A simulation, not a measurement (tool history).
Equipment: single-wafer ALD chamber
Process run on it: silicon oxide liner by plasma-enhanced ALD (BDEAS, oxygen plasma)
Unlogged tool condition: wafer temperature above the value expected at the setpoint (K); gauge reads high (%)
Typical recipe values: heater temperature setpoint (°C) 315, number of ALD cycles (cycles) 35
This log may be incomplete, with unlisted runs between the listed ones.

run	hour	heater temperature setpoint (°C)	number of ALD cycles (cycles)	wafers since the last listed run	hours since the last thermocouple change	hours since the gauge calibration	read-back reference wafer on the same gauge, thickness_nm	mean film thickness on the monitor wafer (Å)
1	0	315	35	0	1915.7	626.4	3.908	33.47
2	19.5	315	39	120	1935.2	645.9	3.908	37.22
3	32.7	319	40	81	1948.4	659.1	3.907	37.72
4	48.7	319	40	98	1964.4	675.1	3.905	37.93
5	63.3	319	40	90	1979	689.7	3.9	37.9
6	82.2	315	35	116	1997.9	708.6	3.901	33.14
7	116	315	35	208	2031.7	742.4	3.892	33.32
8	141.5	320	35	157	2057.2	767.9	3.89	33.12
9	190.2	320	35	300	2105.9	816.6	3.884	32.97
10	223.6	320	35	205	2139.3	850	3.88	32.81
11	254.7	315	35	191	2170.4	881.1	3.874	33
# hour 268.9: gauge calibrated
12	288.6	315	35	209	2204.3	19.7	3.935	33.58
13	310.6	315	35	135	2226.3	41.7	3.935	33.59
14	334.9	315	35	149	2250.6	66	3.93	33.54
15	358.4	304	32	144	2274.1	89.5	3.933	31.17
16	388.3	315	35	184	2304	119.4	3.934	33.69
17	447.5	315	35	364	2363.2	178.6	3.93	33.7
18	465.1	315	35	108	2380.8	196.2	3.929	33.66
19	478.2	315	30	80	2393.9	209.3	3.927	28.7
20	508.4	315	30	186	2424.1	239.5	3.927	28.75
21	533.2	315	30	152	2448.9	264.3	3.932	28.82
22	566.8	315	35	207	2482.5	297.9	3.926	33.55
23	587.5	319	40	127	2503.2	318.6	3.925	38.15
24	620.2	306	38	201	2535.9	351.3	3.921	36.99
25	655	319	40	214	2570.7	386.1	3.919	38.18
26	667.9	315	35	79	2583.6	399	3.923	33.33
# hour 684.5: thermocouple changed; heater temperature recalibrated
27	701.9	304	32	160	17.4	433	3.917	30.97
28	717.5	311	35	96	33	448.6	3.917	33.59
29	745.8	324	41	174	61.3	476.9	3.913	38.68
30	767.3	308	40	132	82.8	498.4	3.912	38.37
31	789.7	308	38	138	105.2	520.8	3.907	36.59
32	812.7	315	35	141	128.2	543.8	3.905	33.43
33	830.2	315	35	107	145.7	561.3	3.905	33.4
34	851.9	315	35	133	167.4	583	3.903	33.34
35	882.2	306	35	186	197.7	613.3	3.901	33.68
36	911.9	328	32	183	227.4	643	3.895	29.87
37	930.5	308	32	114	246	661.6	3.896	30.69
38	962.1	330	42	194	277.6	693.2	3.89	38.85
39	984.6	315	35	138	300.1	715.7	3.887	33.19
40	1007.1	324	29	138	322.6	738.2	3.885	27.07
41	1040.5	315	35	205	356	771.6	3.876	32.97
42	1067.3	309	41	165	382.8	798.4	3.877	39.25
43	1091.4	303	41	148	406.9	822.5	3.867	39.26
44	1106.1	301	35	90	421.6	837.2	3.868	33.53
45	1121.2	328	35	93	436.7	852.3	3.864	32.54
46	1135.6	322	40	88	451.1	866.7	3.863	37.32

Branching from run 46: 5 alternative next runs. What would each branch give?
A	1136	315	41	2	451.5	867.1	?	?
B	1136	302	31	2	451.5	867.1	?	?
C	1136	305	29	2	451.5	867.1	?	?
D	1136	300	41	2	451.5	867.1	?	?
E	1136	322	35	2	451.5	867.1	?	?

run	read-back reference wafer on the same gauge, thickness_nm	mean film thickness on the monitor wafer (Å)
A	3.865	38.67
B	3.865	29.76
C	3.865	27.73
D	3.865	39.46
E	3.865	32.7
Take away the tool's hidden state, keep each run's random variation, and the runs would have read:
run	mean film thickness on the monitor wafer (Å)
A	39.43
B	30.34
C	28.27
D	40.24
E	33.34
